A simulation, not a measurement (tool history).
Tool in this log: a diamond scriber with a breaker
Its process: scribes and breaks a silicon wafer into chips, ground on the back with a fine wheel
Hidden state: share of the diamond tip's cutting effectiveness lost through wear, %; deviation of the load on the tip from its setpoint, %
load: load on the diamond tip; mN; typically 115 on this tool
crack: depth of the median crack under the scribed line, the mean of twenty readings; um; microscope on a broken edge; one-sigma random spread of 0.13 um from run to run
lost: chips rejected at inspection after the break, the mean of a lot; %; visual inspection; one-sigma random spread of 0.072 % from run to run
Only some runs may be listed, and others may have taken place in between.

| run | day | load | wafers since the last listed run | hours since the diamond tip was replaced | hours since the load on the tip was calibrated | incoming depth of the damage left on the back of the incoming wafer, um | crack | lost |
|---|---|---|---|---|---|---|---|---|
| 1 | 0.000 | 115 | 0 | 76.3 | 1247.8 | 2.51 | 11.03 | 1.99 |
| 2 | 1.192 | 115 | 46 | 104.9 | 1276.4 | 2.57 | 10.98 | 2.10 |
| 3 | 2.608 | 115 | 55 | 138.9 | 1310.4 | 2.35 | 11.11 | 1.76 |
| 4 | 3.729 | 106 | 44 | 165.8 | 1337.3 | 2.72 | 10.22 | 3.61 |
| 5 | 4.342 | 106 | 24 | 180.5 | 1352.0 | 1.54 | 10.56 | 2.27 |
| 6 | 5.683 | 115 | 52 | 212.7 | 1384.2 | 1.51 | 10.87 | 1.18 |
| 7 | 6.392 | 115 | 27 | 229.7 | 1401.2 | 2.26 | 11.16 | 1.78 |
| 8 | 7.296 | 115 | 35 | 251.4 | 1422.9 | 1.54 | 10.86 | 1.16 |
| 9 | 8.088 | 115 | 31 | 270.4 | 1441.9 | 1.72 | 11.17 | 1.34 |
| 10 | 8.758 | 143 | 26 | 286.5 | 1458.0 | 2.07 | 13.10 | 8.69 |
| 11 | 9.933 | 100 | 46 | 314.7 | 1486.2 | 2.19 | 9.76 | 5.15 |
| 12 | 13.538 | 100 | 142 | 401.2 | 1572.7 | 2.69 | 9.85 | 5.95 |
| 13 | 14.062 | 115 | 20 | 413.8 | 1585.3 | 1.92 | 10.95 | 1.40 |
| 14 | 14.875 | 132 | 32 | 433.3 | 1604.8 | 1.78 | 12.42 | 4.46 |
|  | 15.596 | load on the tip recalibrated |
|  | 16.883 | diamond tip replaced by a new one |
| 15 | 17.846 | 140 | 110 | 23.1 | 54.0 | 1.74 | 12.68 | 7.59 |
| 16 | 18.704 | 97 | 33 | 43.7 | 74.6 | 1.54 | 9.60 | 5.74 |
| 17 | 19.804 | 115 | 43 | 70.1 | 101.0 | 2.22 | 11.06 | 1.55 |
| 18 | 20.388 | 142 | 22 | 84.1 | 115.0 | 2.36 | 12.86 | 8.06 |
| 19 | 21.579 | 138 | 46 | 112.7 | 143.6 | 2.10 | 12.87 | 6.83 |

Consider 5 possible next runs. They are alternatives, not a sequence: every one starts from the tool as it was left by run 19. What does each give?
| A | 21.608 | 137 | 1 | 113.4 | 144.3 | 2.30 | ? | ? |
| B | 21.608 | 145 | 1 | 113.4 | 144.3 | 2.30 | ? | ? |
| C | 21.608 | 129 | 1 | 113.4 | 144.3 | 2.30 | ? | ? |
| D | 21.608 | 85 | 1 | 113.4 | 144.3 | 2.30 | ? | ? |
| E | 21.608 | 141 | 1 | 113.4 | 144.3 | 2.30 | ? | ? |

| run | crack | lost |
|---|---|---|
| A | 12.57 | 6.70 |
| B | 13.13 | 10.24 |
| C | 12.00 | 3.93 |
| D | 8.57 | 18.40 |
| E | 12.85 | 8.39 |
Had the tool no hidden state, the same runs would have come out as:
| run | crack | lost |
|---|---|---|
| A | 12.57 | 6.70 |
| B | 13.13 | 10.24 |
| C | 12.00 | 3.93 |
| D | 8.57 | 18.40 |
| E | 12.85 | 8.39 |

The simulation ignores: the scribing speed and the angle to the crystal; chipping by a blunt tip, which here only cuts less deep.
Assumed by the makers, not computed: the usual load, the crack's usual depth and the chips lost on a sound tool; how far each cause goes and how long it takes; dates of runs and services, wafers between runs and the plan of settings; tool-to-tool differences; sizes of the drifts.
